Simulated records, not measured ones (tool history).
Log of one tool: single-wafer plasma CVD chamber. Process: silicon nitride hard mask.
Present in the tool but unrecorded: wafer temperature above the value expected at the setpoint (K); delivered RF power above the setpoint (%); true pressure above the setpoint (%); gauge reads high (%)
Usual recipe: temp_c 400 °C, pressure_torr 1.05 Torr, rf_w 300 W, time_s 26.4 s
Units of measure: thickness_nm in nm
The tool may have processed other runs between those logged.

run	day	temp_c	pressure_torr	rf_w	time_s	wafers since the last listed run	hours since the last thermocouple change	hours since the last RF generator calibration	hours since the last manometer calibration	hours since the showerhead was replaced	hours since the gauge calibration	read-back reference wafer on the same gauge, thickness_nm	thickness_nm
1	0.000	400	1.05	300	25.2	0	2449.0	481.4	256.0	6769.0	827.0	21.487	23.790
2	1.504	400	1.05	300	25.2	1039	2485.1	517.5	292.1	6805.1	863.1	21.505	23.870
3	2.850	400	1.05	285	26.4	930	2517.4	549.8	324.4	6837.4	895.4	21.522	23.696
4	4.088	400	1.05	285	26.4	855	2547.1	579.5	354.1	6867.1	925.1	21.486	23.810
5	5.112	400	1.05	285	26.4	708	2571.7	604.1	378.7	6891.7	949.7	21.492	23.922
6	7.379	400	1.05	320	29.0	1566	2626.1	658.5	433.1	6946.1	1004.1	21.481	28.919
7	9.100	400	1.05	320	29.0	1189	2667.4	699.8	474.4	6987.4	1045.4	21.513	28.810
8	11.338	400	1.05	255	26.4	1546	2721.1	753.5	528.1	7041.1	1099.1	21.496	21.207
9	14.138	400	0.88	300	26.4	1934	2788.3	820.7	595.3	7108.3	1166.3	21.507	23.359
10	17.108	400	0.88	300	26.4	2052	2859.6	892.0	666.6	7179.6	1237.6	21.517	23.403
# day 18.867: gauge calibrated
11	19.150	400	0.88	300	26.4	1410	2908.6	941.0	715.6	7228.6	6.8	21.519	23.382
12	20.704	400	1.05	320	26.4	1074	2945.9	978.3	752.9	7265.9	44.1	21.503	26.254
13	22.833	400	1.22	300	26.4	1471	2997.0	1029.4	804.0	7317.0	95.2	21.499	25.991
14	24.429	408	0.90	320	26.4	1102	3035.3	1067.7	842.3	7355.3	133.5	21.499	24.823
15	26.275	390	1.05	300	26.4	1275	3079.6	1112.0	886.6	7399.6	177.8	21.499	24.761
16	27.788	400	0.82	300	26.4	1045	3115.9	1148.3	922.9	7435.9	214.1	21.514	22.865
# day 28.625: thermocouple changed; heater temperature recalibrated
17	29.925	390	1.05	300	26.4	1246	31.2	1199.6	974.2	7487.2	265.4	21.516	24.820
18	32.592	400	1.05	300	26.4	1842	95.2	1263.6	1038.2	7551.2	329.4	21.504	24.581
19	33.854	400	1.05	300	31.1	872	125.5	1293.9	1068.5	7581.5	359.7	21.504	28.931
20	35.033	400	1.05	280	26.4	814	153.8	1322.2	1096.8	7609.8	388.0	21.496	23.038
# day 36.967: capacitance manometer re-zeroed and calibrated
# day 38.075: showerhead replaced, of another model than before
21	38.096	400	1.05	300	26.4	1655	227.3	1395.7	27.1	0.5	461.5	21.501	25.147
# day 39.175: RF generator calibrated
22	39.475	404	1.19	300	26.4	722	260.4	7.2	60.2	33.6	494.6	21.487	25.576
23	48.358	400	1.05	255	26.4	6138	473.6	220.4	273.4	246.8	707.8	21.515	22.364
24	50.829	386	0.86	255	31.2	1707	532.9	279.7	332.7	306.1	767.1	21.490	25.661

Forecast each of these 3 alternatives for the next run:
A	50.846	400	0.94	300	26.4	11	533.3	280.1	333.1	306.5	767.5	?	?
B	50.846	400	1.05	265	26.4	11	533.3	280.1	333.1	306.5	767.5	?	?
C	50.846	407	1.05	270	22.3	11	533.3	280.1	333.1	306.5	767.5	?	?

run	read-back reference wafer on the same gauge, thickness_nm	thickness_nm
A	21.504	24.589
B	21.504	22.975
C	21.504	19.607
Had the tool no hidden state, the same runs would have come out as:
run	thickness_nm
A	24.660
B	23.042
C	19.664

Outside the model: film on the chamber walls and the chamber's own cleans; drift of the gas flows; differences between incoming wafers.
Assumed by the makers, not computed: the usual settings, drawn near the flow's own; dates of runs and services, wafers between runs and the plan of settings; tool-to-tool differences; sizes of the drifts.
